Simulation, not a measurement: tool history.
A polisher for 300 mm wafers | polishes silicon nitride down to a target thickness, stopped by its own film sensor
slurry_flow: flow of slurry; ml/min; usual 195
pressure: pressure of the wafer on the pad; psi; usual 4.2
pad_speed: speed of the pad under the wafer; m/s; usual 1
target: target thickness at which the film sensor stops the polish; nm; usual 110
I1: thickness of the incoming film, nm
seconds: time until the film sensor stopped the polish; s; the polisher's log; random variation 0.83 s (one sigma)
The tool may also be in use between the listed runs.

{"run": 1, "hour": 0.0, "slurry_flow": 195, "pressure": 4.2, "pad_speed": 1, "target": 110, "I1": 236.5, "seconds": 58.6}
{"hour": 31.2, "done": "worn pad replaced by a new one"}
{"run": 2, "hour": 47.4, "slurry_flow": 195, "pressure": 4.2, "pad_speed": 1, "target": 110, "I1": 235.9, "seconds": 60.4}
{"run": 3, "hour": 192.0, "slurry_flow": 220, "pressure": 4.2, "pad_speed": 1, "target": 81, "I1": 238.6, "seconds": 75.1}
{"hour": 197.9, "done": "worn pad replaced by a new one"}
{"run": 4, "hour": 235.7, "slurry_flow": 220, "pressure": 4.2, "pad_speed": 1, "target": 81, "I1": 240.5, "seconds": 76.2}
{"hour": 261.6, "done": "slurry nozzle cleaned"}
{"run": 5, "hour": 303.1, "slurry_flow": 195, "pressure": 4.2, "pad_speed": 1, "target": 122, "I1": 242.6, "seconds": 58.2}
{"hour": 357.9, "done": "worn pad replaced by a new one"}
{"run": 6, "hour": 373.2, "slurry_flow": 195, "pressure": 4.2, "pad_speed": 1, "target": 122, "I1": 243.8, "seconds": 57.4}
{"run": 7, "hour": 399.2, "slurry_flow": 195, "pressure": 4.2, "pad_speed": 1, "target": 110, "I1": 242.1, "seconds": 62.8}
{"run": 8, "hour": 448.0, "slurry_flow": 195, "pressure": 4.2, "pad_speed": 1, "target": 110, "I1": 239.4, "seconds": 60.1}
{"hour": 515.8, "done": "worn pad replaced by a new one"}
{"run": 9, "hour": 518.7, "slurry_flow": 250, "pressure": 5.4, "pad_speed": 0.9, "target": 156, "I1": 242.4, "seconds": 32.9}
{"hour": 526.6, "done": "head pressure recalibrated"}
{"run": 10, "hour": 581.9, "slurry_flow": 220, "pressure": 4.2, "pad_speed": 1, "target": 81, "I1": 236.7, "seconds": 73.3}
{"run": 11, "hour": 606.3, "slurry_flow": 160, "pressure": 4.9, "pad_speed": 1.18, "target": 110, "I1": 241.4, "seconds": 48.9}
{"run": 12, "hour": 661.2, "slurry_flow": 195, "pressure": 3.1, "pad_speed": 1.1, "target": 90, "I1": 239.3, "seconds": 91.2}
{"hour": 666.3, "done": "worn pad replaced by a new one"}
{"run": 13, "hour": 714.0, "slurry_flow": 215, "pressure": 2.9, "pad_speed": 1.24, "target": 88, "I1": 237, "seconds": 87.7}

Forecast run 14:
{"run": 14, "hour": 770.3, "slurry_flow": 225, "pressure": 4.2, "pad_speed": 0.78, "target": 110, "I1": 240.7, "seconds": "?"}

{"run 14": {"seconds": 80.6}}
Without the tool's hidden state the same run would have given seconds 74.5 s.
